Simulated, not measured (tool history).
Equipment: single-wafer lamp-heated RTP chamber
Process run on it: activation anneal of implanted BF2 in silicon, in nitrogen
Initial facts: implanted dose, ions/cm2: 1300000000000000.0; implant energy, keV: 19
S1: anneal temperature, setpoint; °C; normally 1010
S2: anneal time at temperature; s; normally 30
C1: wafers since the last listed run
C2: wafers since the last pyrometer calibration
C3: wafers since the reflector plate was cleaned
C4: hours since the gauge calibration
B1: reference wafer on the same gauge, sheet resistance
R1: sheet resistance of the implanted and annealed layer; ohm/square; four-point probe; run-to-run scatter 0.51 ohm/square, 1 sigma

{"run": 1, "day": 0.0, "S1": 1025, "S2": 17, "C1": 0, "C2": 5134, "C3": 3293, "C4": 62.7, "B1": 138.29, "R1": 162.22}
{"run": 2, "day": 0.258, "S1": 1025, "S2": 17, "C1": 42, "C2": 5176, "C3": 3335, "C4": 68.9, "B1": 137.92, "R1": 161.96}
{"run": 3, "day": 0.754, "S1": 1025, "S2": 17, "C1": 81, "C2": 5258, "C3": 3417, "C4": 80.8, "B1": 137.96, "R1": 162.16}
{"run": 4, "day": 1.246, "S1": 999, "S2": 30, "C1": 80, "C2": 5339, "C3": 3498, "C4": 92.6, "B1": 138.07, "R1": 174.88}
{"run": 5, "day": 1.583, "S1": 999, "S2": 30, "C1": 55, "C2": 5394, "C3": 3553, "C4": 100.7, "B1": 137.85, "R1": 173.87}
{"run": 6, "day": 2.158, "S1": 999, "S2": 30, "C1": 94, "C2": 5489, "C3": 3648, "C4": 114.5, "B1": 137.87, "R1": 173.97}
{"run": 7, "day": 2.588, "S1": 1017, "S2": 30, "C1": 70, "C2": 5559, "C3": 3718, "C4": 124.8, "B1": 137.95, "R1": 152.84}
{"day": 3.238, "done": "pyrometer window cleaned and pyrometer calibrated"}
{"run": 8, "day": 3.258, "S1": 1010, "S2": 30, "C1": 55, "C2": 3, "C3": 3774, "C4": 140.9, "B1": 137.97, "R1": 160.16}
{"day": 3.55, "done": "gauge calibrated"}
{"run": 9, "day": 3.562, "S1": 1010, "S2": 30, "C1": 50, "C2": 53, "C3": 3824, "C4": 0.3, "B1": 138.15, "R1": 160.34}
{"day": 3.925, "done": "reflector plate cleaned"}
{"run": 10, "day": 3.946, "S1": 1010, "S2": 30, "C1": 8, "C2": 61, "C3": 3, "C4": 9.5, "B1": 138.2, "R1": 169.71}
{"run": 11, "day": 4.646, "S1": 1010, "S2": 30, "C1": 115, "C2": 176, "C3": 118, "C4": 26.3, "B1": 138.1, "R1": 169.83}
{"run": 12, "day": 5.05, "S1": 1010, "S2": 30, "C1": 66, "C2": 243, "C3": 184, "C4": 36, "B1": 138.19, "R1": 168.74}
{"run": 13, "day": 5.558, "S1": 1021, "S2": 35, "C1": 83, "C2": 327, "C3": 268, "C4": 48.2, "B1": 138.03, "R1": 151.43}
{"run": 14, "day": 5.867, "S1": 1010, "S2": 30, "C1": 50, "C2": 377, "C3": 319, "C4": 55.6, "B1": 137.97, "R1": 168.75}
{"run": 15, "day": 6.429, "S1": 1020, "S2": 41, "C1": 92, "C2": 470, "C3": 411, "C4": 69.1, "B1": 138.04, "R1": 147.96}
{"run": 16, "day": 6.683, "S1": 980, "S2": 44, "C1": 41, "C2": 512, "C3": 453, "C4": 75.2, "B1": 138.01, "R1": 200.99}
{"run": 17, "day": 7.25, "S1": 1035, "S2": 15, "C1": 93, "C2": 605, "C3": 546, "C4": 88.8, "B1": 137.73, "R1": 161.06}
{"run": 18, "day": 7.512, "S1": 1036, "S2": 44, "C1": 43, "C2": 648, "C3": 590, "C4": 95.1, "B1": 137.98, "R1": 132.57}
{"run": 19, "day": 8.258, "S1": 1010, "S2": 30, "C1": 122, "C2": 771, "C3": 712, "C4": 113, "B1": 137.88, "R1": 165.46}
{"run": 20, "day": 8.725, "S1": 1001, "S2": 13, "C1": 76, "C2": 848, "C3": 789, "C4": 124.2, "B1": 138.02, "R1": 206.81}
{"run": 21, "day": 9.429, "S1": 1036, "S2": 18, "C1": 115, "C2": 964, "C3": 905, "C4": 141.1, "B1": 137.91, "R1": 152.33}
{"day": 9.717, "done": "gauge calibrated"}
{"run": 22, "day": 10.038, "S1": 1032, "S2": 37, "C1": 100, "C2": 1064, "C3": 1005, "C4": 7.7, "B1": 137.97, "R1": 138.46}

Give the tool's hidden conditions for every run:
true wafer temperature minus pyrometer reading, K: 0 at every run
gauge reads high (%): 0 at every run
H1: wafer temperature error from the tarnished reflector plate, K
run=1 H1=8.44
run=2 H1=8.46
run=3 H1=8.5
run=4 H1=8.53
run=5 H1=8.56
run=6 H1=8.59
run=7 H1=8.62
run=8 H1=8.66
run=9 H1=8.68
run=10 H1=0.76
run=11 H1=1.48
run=12 H1=1.86
run=13 H1=2.32
run=14 H1=2.58
run=15 H1=3.03
run=16 H1=3.23
run=17 H1=3.64
run=18 H1=3.82
run=19 H1=4.31
run=20 H1=4.59
run=21 H1=4.98
run=22 H1=5.29
